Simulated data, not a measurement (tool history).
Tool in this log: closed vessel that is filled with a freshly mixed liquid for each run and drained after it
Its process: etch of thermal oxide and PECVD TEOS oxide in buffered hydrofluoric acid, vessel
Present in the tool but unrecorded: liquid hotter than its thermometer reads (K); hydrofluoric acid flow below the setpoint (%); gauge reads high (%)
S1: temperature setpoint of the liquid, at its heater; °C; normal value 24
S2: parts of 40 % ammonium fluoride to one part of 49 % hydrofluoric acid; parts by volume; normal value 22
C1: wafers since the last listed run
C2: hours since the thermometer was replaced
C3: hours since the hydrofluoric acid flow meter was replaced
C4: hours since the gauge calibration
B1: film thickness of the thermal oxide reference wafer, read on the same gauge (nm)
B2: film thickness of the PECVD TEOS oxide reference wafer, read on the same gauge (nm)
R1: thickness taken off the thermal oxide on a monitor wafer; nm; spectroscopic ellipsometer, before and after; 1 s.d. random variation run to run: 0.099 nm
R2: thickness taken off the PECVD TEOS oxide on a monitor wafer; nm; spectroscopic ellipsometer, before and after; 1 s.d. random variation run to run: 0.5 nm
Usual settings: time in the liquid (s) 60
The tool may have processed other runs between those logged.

Run 1, hour 0: usual settings; C1 0; C2 1517.8; C3 645.7; C4 260; B1 100; B2 30.01. Result: R1 33.77 nm, R2 93.51 nm.
Run 2, hour 10: usual settings; C1 1061; C2 1527.8; C3 655.7; C4 270; B1 100.03; B2 30.01. Result: R1 33.79 nm, R2 93.24 nm.
Run 3, hour 46.4: usual settings; C1 3864; C2 1564.2; C3 692.1; C4 306.4; B1 100; B2 29.97. Result: R1 33.7 nm, R2 93.67 nm.
Run 4, hour 63.3: usual settings; C1 1794; C2 1581.1; C3 709; C4 323.3; B1 100.01; B2 29.99. Result: R1 33.94 nm, R2 93.65 nm.
Run 5, hour 72.2: usual settings; C1 944; C2 1590; C3 717.9; C4 332.2; B1 99.97; B2 30.02. Result: R1 34.03 nm, R2 93.7 nm.
Run 6, hour 89.7: usual settings; C1 1857; C2 1607.5; C3 735.4; C4 349.7; B1 100; B2 30.03. Result: R1 33.65 nm, R2 93.87 nm.
Run 7, hour 102.8: usual settings; C1 1390; C2 1620.6; C3 748.5; C4 362.8; B1 99.99; B2 29.94. Result: R1 33.77 nm, R2 92.75 nm.
Run 8, hour 111.1: usual settings but time in the liquid (s) 80; C1 881; C2 1628.9; C3 756.8; C4 371.1; B1 99.97; B2 29.96. Result: R1 45.17 nm, R2 123.6 nm.
Run 9, hour 125.4: usual settings but time in the liquid (s) 80; C1 1518; C2 1643.2; C3 771.1; C4 385.4; B1 99.98; B2 30.02. Result: R1 44.81 nm, R2 124.55 nm.
Run 10, hour 147.9: usual settings; C1 2388; C2 1665.7; C3 793.6; C4 407.9; B1 99.98; B2 30.03. Result: R1 33.67 nm, R2 93.63 nm.
Run 11, hour 164.3: usual settings; C1 1741; C2 1682.1; C3 810; C4 424.3; B1 100; B2 30.01. Result: R1 33.69 nm, R2 93.77 nm.
At hour 169.7: hydrofluoric acid flow meter replaced.
Run 12, hour 176.8: usual settings; C1 1220; C2 1694.6; C3 7.1; C4 436.8; B1 100; B2 29.99. Result: R1 35.16 nm, R2 97.19 nm.
Run 13, hour 187.4: usual settings but S1 22 °C; C1 1125; C2 1705.2; C3 17.7; C4 447.4; B1 100; B2 29.96. Result: R1 31.68 nm, R2 88.1 nm.
At hour 188.6: gauge calibrated.
Run 14, hour 203.6: usual settings but S1 26.5 °C, time in the liquid (s) 90; C1 1719; C2 1721.4; C3 33.9; C4 15; B1 99.96; B2 30.05. Result: R1 60.16 nm, R2 167.7 nm.
Run 15, hour 213.9: usual settings but S1 22.5 °C, time in the liquid (s) 95; C1 1093; C2 1731.7; C3 44.2; C4 25.3; B1 100.01; B2 30.04. Result: R1 51.2 nm, R2 142.57 nm.
At hour 228: thermometer replaced.
Run 16, hour 229.9: usual settings; C1 1592; C2 1.9; C3 60.2; C4 41.3; B1 100.02; B2 30. Result: R1 31.57 nm, R2 87.65 nm.
Run 17, hour 236.7: usual settings; C1 721; C2 8.7; C3 67; C4 48.1; B1 99.98; B2 30.02. Result: R1 31.25 nm, R2 87.49 nm.
Run 18, hour 245.5: usual settings; C1 934; C2 17.5; C3 75.8; C4 56.9; B1 99.99; B2 30.03. Result: R1 31.6 nm, R2 87.1 nm.
Run 19, hour 259.1: usual settings but S1 20.5 °C, S2 14.5 parts by volume; C1 1443; C2 31.1; C3 89.4; C4 70.5; B1 100.03; B2 30.03. Result: R1 37.73 nm, R2 104.37 nm.
Run 20, hour 269: usual settings but S1 22.5 °C, time in the liquid (s) 50; C1 1051; C2 41; C3 99.3; C4 80.4; B1 100.02; B2 30. Result: R1 24.32 nm, R2 66.74 nm.
Run 21, hour 316.6: usual settings but S2 25.5 parts by volume, time in the liquid (s) 75; C1 5053; C2 88.6; C3 146.9; C4 128; B1 100.03; B2 30.02. Result: R1 35.63 nm, R2 98.53 nm.
Run 22, hour 329.3: usual settings; C1 1348; C2 101.3; C3 159.6; C4 140.7; B1 100.01; B2 29.98. Result: R1 31.49 nm, R2 87.87 nm.
Run 23, hour 346: usual settings; C1 1772; C2 118; C3 176.3; C4 157.4; B1 100.01; B2 30.01. Result: R1 31.47 nm, R2 87.02 nm.
Run 24, hour 357.9: usual settings but S1 21.5 °C, S2 19 parts by volume, time in the liquid (s) 35; C1 1263; C2 129.9; C3 188.2; C4 169.3; B1 99.99; B2 30. Result: R1 17.89 nm, R2 49.5 nm.
Run 25, hour 370.9: usual settings but S1 26 °C; C1 1380; C2 142.9; C3 201.2; C4 182.3; B1 100; B2 30.01. Result: R1 35.07 nm, R2 97.81 nm.
Run 26, hour 382.4: usual settings but S2 19.5 parts by volume; C1 1220; C2 154.4; C3 212.7; C4 193.8; B1 99.97; B2 30. Result: R1 34.23 nm, R2 94.57 nm.
Run 27, hour 393.3: usual settings but S1 20 °C; C1 1157; C2 165.3; C3 223.6; C4 204.7; B1 99.98; B2 30.01. Result: R1 25.24 nm, R2 69.78 nm.

Alternative continuations, all from the tool just after run 27; predict every row:
Run A, hour 394: usual settings but time in the liquid (s) 35; C1 74; C2 166; C3 224.3; C4 205.4; B1 ?; B2 ?. Result: R1 ?, R2 ?.
Run B, hour 394: usual settings but S1 20.5 °C, time in the liquid (s) 70; C1 74; C2 166; C3 224.3; C4 205.4; B1 ?; B2 ?. Result: R1 ?, R2 ?.
Run C, hour 394: usual settings but S2 17 parts by volume; C1 74; C2 166; C3 224.3; C4 205.4; B1 ?; B2 ?. Result: R1 ?, R2 ?.

run      B1     B2     R1      R2
  A  100.01  29.98   18.4   50.96
  B  100.01  29.98  30.32   83.99
  C  100.01  29.98  39.12  108.35
What these runs would have given with no unlogged condition in the tool:
run     R1     R2
  A  18.48   51.2
  B  30.45  84.35
  C  39.71    110
